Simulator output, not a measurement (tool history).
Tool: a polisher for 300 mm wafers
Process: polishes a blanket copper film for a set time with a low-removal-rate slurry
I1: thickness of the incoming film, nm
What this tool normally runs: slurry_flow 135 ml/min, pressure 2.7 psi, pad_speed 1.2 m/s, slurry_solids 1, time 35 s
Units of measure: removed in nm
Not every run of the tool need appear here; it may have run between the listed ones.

{"run": 1, "hour": 0.0, "slurry_flow": 135, "pressure": 2.7, "pad_speed": 0.88, "slurry_solids": 1, "time": 35, "I1": 1609.4, "removed": 90.9}
{"hour": 24.0, "done": "slurry nozzle cleaned"}
{"hour": 79.0, "done": "slurry blender recalibrated"}
{"run": 2, "hour": 93.9, "slurry_flow": 135, "pressure": 3.2, "pad_speed": 1.2, "slurry_solids": 1, "time": 35, "I1": 1607.1, "removed": 137}
{"hour": 124.6, "done": "worn pad replaced by a new one"}
{"run": 3, "hour": 159.5, "slurry_flow": 135, "pressure": 3.2, "pad_speed": 1.2, "slurry_solids": 1, "time": 35, "I1": 1564.1, "removed": 133.5}
{"run": 4, "hour": 209.9, "slurry_flow": 135, "pressure": 2.7, "pad_speed": 1.2, "slurry_solids": 1, "time": 35, "I1": 1555.7, "removed": 111.2}
{"hour": 229.3, "done": "slurry nozzle cleaned"}
{"hour": 289.7, "done": "slurry blender recalibrated"}
{"hour": 297.6, "done": "head pressure recalibrated"}
{"run": 5, "hour": 310.7, "slurry_flow": 135, "pressure": 2.7, "pad_speed": 1.2, "slurry_solids": 1, "time": 35, "I1": 1586.4, "removed": 121.2}
{"hour": 344.3, "done": "worn pad replaced by a new one"}
{"run": 6, "hour": 385.8, "slurry_flow": 135, "pressure": 2.7, "pad_speed": 1.2, "slurry_solids": 1, "time": 35, "I1": 1588.9, "removed": 119.8}
{"run": 7, "hour": 426.2, "slurry_flow": 135, "pressure": 2.7, "pad_speed": 1.2, "slurry_solids": 1, "time": 35, "I1": 1583.4, "removed": 118.8}
{"run": 8, "hour": 464.1, "slurry_flow": 155, "pressure": 2.7, "pad_speed": 1.58, "slurry_solids": 1, "time": 35, "I1": 1571, "removed": 154.9}
{"hour": 469.4, "done": "slurry nozzle cleaned"}
{"hour": 491.0, "done": "slurry blender recalibrated"}
{"hour": 539.3, "done": "worn pad replaced by a new one"}
{"run": 9, "hour": 547.3, "slurry_flow": 135, "pressure": 2.7, "pad_speed": 1.2, "slurry_solids": 1, "time": 35, "I1": 1585.1, "removed": 116.2}
{"run": 10, "hour": 643.3, "slurry_flow": 135, "pressure": 2.7, "pad_speed": 0.88, "slurry_solids": 1.25, "time": 35, "I1": 1587.6, "removed": 90.8}
{"hour": 690.3, "done": "slurry nozzle cleaned"}
{"run": 11, "hour": 691.4, "slurry_flow": 135, "pressure": 2.7, "pad_speed": 1.2, "slurry_solids": 1, "time": 35, "I1": 1585.2, "removed": 111}
{"hour": 712.6, "done": "slurry blender recalibrated"}
{"hour": 723.8, "done": "worn pad replaced by a new one"}
{"hour": 725.5, "done": "head pressure recalibrated"}
{"run": 12, "hour": 781.3, "slurry_flow": 135, "pressure": 1.9, "pad_speed": 1.5, "slurry_solids": 0.85, "time": 41, "I1": 1603.3, "removed": 114.4}
{"run": 13, "hour": 826.2, "slurry_flow": 135, "pressure": 2.2, "pad_speed": 1.06, "slurry_solids": 0.85, "time": 25, "I1": 1587.8, "removed": 60.9}
{"run": 14, "hour": 881.7, "slurry_flow": 135, "pressure": 1.9, "pad_speed": 1.2, "slurry_solids": 1.1, "time": 35, "I1": 1585.3, "removed": 85.3}
{"hour": 895.5, "done": "slurry blender recalibrated"}
{"hour": 917.5, "done": "slurry nozzle cleaned"}
{"hour": 939.3, "done": "worn pad replaced by a new one"}
{"run": 15, "hour": 969.4, "slurry_flow": 135, "pressure": 3.2, "pad_speed": 1.2, "slurry_solids": 1, "time": 35, "I1": 1589.4, "removed": 139.8}

What if the next run were any one of these 4? Each begins from the tool's condition after run 15:
{"run": "A", "hour": 969.8, "slurry_flow": 135, "pressure": 2.7, "pad_speed": 1.2, "slurry_solids": 1, "time": 35, "I1": 1567.9, "removed": "?"}
{"run": "B", "hour": 969.8, "slurry_flow": 90, "pressure": 2.4, "pad_speed": 1.2, "slurry_solids": 1.3, "time": 35, "I1": 1567.9, "removed": "?"}
{"run": "C", "hour": 969.8, "slurry_flow": 135, "pressure": 2.7, "pad_speed": 1.2, "slurry_solids": 1.3, "time": 35, "I1": 1567.9, "removed": "?"}
{"run": "D", "hour": 969.8, "slurry_flow": 135, "pressure": 2.7, "pad_speed": 0.92, "slurry_solids": 1, "time": 35, "I1": 1567.9, "removed": "?"}

run=A removed=116.4
run=B removed=98
run=C removed=122.8
run=D removed=93.1
Stripped of hidden state, with their random variation kept, the same runs would have yielded:
run=A removed=120
run=B removed=101.1
run=C removed=126.6
run=D removed=95.9
